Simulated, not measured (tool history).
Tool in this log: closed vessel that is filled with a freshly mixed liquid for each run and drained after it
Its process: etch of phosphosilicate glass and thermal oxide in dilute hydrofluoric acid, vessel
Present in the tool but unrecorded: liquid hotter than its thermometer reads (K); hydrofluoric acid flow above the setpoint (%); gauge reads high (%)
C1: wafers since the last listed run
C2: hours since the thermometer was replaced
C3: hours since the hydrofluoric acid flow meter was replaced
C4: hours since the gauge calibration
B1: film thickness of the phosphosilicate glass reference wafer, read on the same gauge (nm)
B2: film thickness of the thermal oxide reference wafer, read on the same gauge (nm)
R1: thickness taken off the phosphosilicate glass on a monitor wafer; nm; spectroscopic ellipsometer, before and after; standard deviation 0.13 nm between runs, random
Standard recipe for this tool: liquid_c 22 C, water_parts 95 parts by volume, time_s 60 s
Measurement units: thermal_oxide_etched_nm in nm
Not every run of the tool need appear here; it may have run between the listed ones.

run 1 hour=0 | liquid_c=22 water_parts=95 time_s=60 | C1=0 C2=238.2 C3=1466.4 C4=385.8 | B1=110.01 B2=59.974 | R1=41.34 thermal_oxide_etched_nm=2.679
run 2 hour=91.3 | liquid_c=22 water_parts=95 time_s=60 | C1=12727 C2=329.5 C3=1557.7 C4=477.1 | B1=110.01 B2=59.986 | R1=41.64 thermal_oxide_etched_nm=2.666
run 3 hour=138 | liquid_c=22 water_parts=95 time_s=60 | C1=6510 C2=376.2 C3=1604.4 C4=523.8 | B1=110.01 B2=59.987 | R1=41.54 thermal_oxide_etched_nm=2.698
run 4 hour=202.2 | liquid_c=22 water_parts=95 time_s=60 | C1=8949 C2=440.4 C3=1668.6 C4=588 | B1=109.99 B2=60.006 | R1=41.66 thermal_oxide_etched_nm=2.666
run 5 hour=249.1 | liquid_c=22 water_parts=95 time_s=60 | C1=6538 C2=487.3 C3=1715.5 C4=634.9 | B1=109.97 B2=60.039 | R1=41.67 thermal_oxide_etched_nm=2.697
run 6 hour=293.3 | liquid_c=22 water_parts=95 time_s=60 | C1=6161 C2=531.5 C3=1759.7 C4=679.1 | B1=109.97 B2=59.927 | R1=41.53 thermal_oxide_etched_nm=2.684
run 7 hour=340.1 | liquid_c=22 water_parts=95 time_s=60 | C1=6524 C2=578.3 C3=1806.5 C4=725.9 | B1=110.03 B2=59.937 | R1=41.37 thermal_oxide_etched_nm=2.738
-- hour=372.4 thermometer replaced
run 8 hour=399.8 | liquid_c=24.5 water_parts=70 time_s=35 | C1=8182 C2=27.4 C3=1866.2 C4=785.6 | B1=109.99 B2=59.973 | R1=37.45 thermal_oxide_etched_nm=2.444
-- hour=427.1 gauge calibrated
run 9 hour=469.5 | liquid_c=24.5 water_parts=120 time_s=80 | C1=9716 C2=97.1 C3=1935.9 C4=42.4 | B1=109.97 B2=59.991 | R1=47.01 thermal_oxide_etched_nm=3.064
-- hour=523 hydrofluoric acid flow meter replaced
run 10 hour=531.3 | liquid_c=22 water_parts=55 time_s=60 | C1=8475 C2=158.9 C3=8.3 C4=104.2 | B1=110.04 B2=60.043 | R1=75.07 thermal_oxide_etched_nm=4.894
run 11 hour=622.5 | liquid_c=22 water_parts=95 time_s=60 | C1=12713 C2=250.1 C3=99.5 C4=195.4 | B1=110.02 B2=60.019 | R1=41.44 thermal_oxide_etched_nm=2.698
run 12 hour=666.7 | liquid_c=22 water_parts=60 time_s=60 | C1=6161 C2=294.3 C3=143.7 C4=239.6 | B1=109.94 B2=59.983 | R1=68.25 thermal_oxide_etched_nm=4.421
run 13 hour=726.9 | liquid_c=22 water_parts=95 time_s=60 | C1=8392 C2=354.5 C3=203.9 C4=299.8 | B1=110 B2=60.035 | R1=41.79 thermal_oxide_etched_nm=2.678
run 14 hour=789 | liquid_c=17 water_parts=95 time_s=60 | C1=8656 C2=416.6 C3=266 C4=361.9 | B1=109.99 B2=59.981 | R1=33.76 thermal_oxide_etched_nm=2.208
-- hour=874.6 thermometer replaced
run 15 hour=1110.5 | liquid_c=24.5 water_parts=70 time_s=35 | C1=44678 C2=235.9 C3=587.5 C4=683.4 | B1=110.02 B2=60.051 | R1=37.47 thermal_oxide_etched_nm=2.46

What the log doesn't show, run by run:
liquid hotter than its thermometer reads (K): 0 across all the runs
hydrofluoric acid flow above the setpoint (%): 0 across all the runs
gauge reads high (%): 0 across all the runs

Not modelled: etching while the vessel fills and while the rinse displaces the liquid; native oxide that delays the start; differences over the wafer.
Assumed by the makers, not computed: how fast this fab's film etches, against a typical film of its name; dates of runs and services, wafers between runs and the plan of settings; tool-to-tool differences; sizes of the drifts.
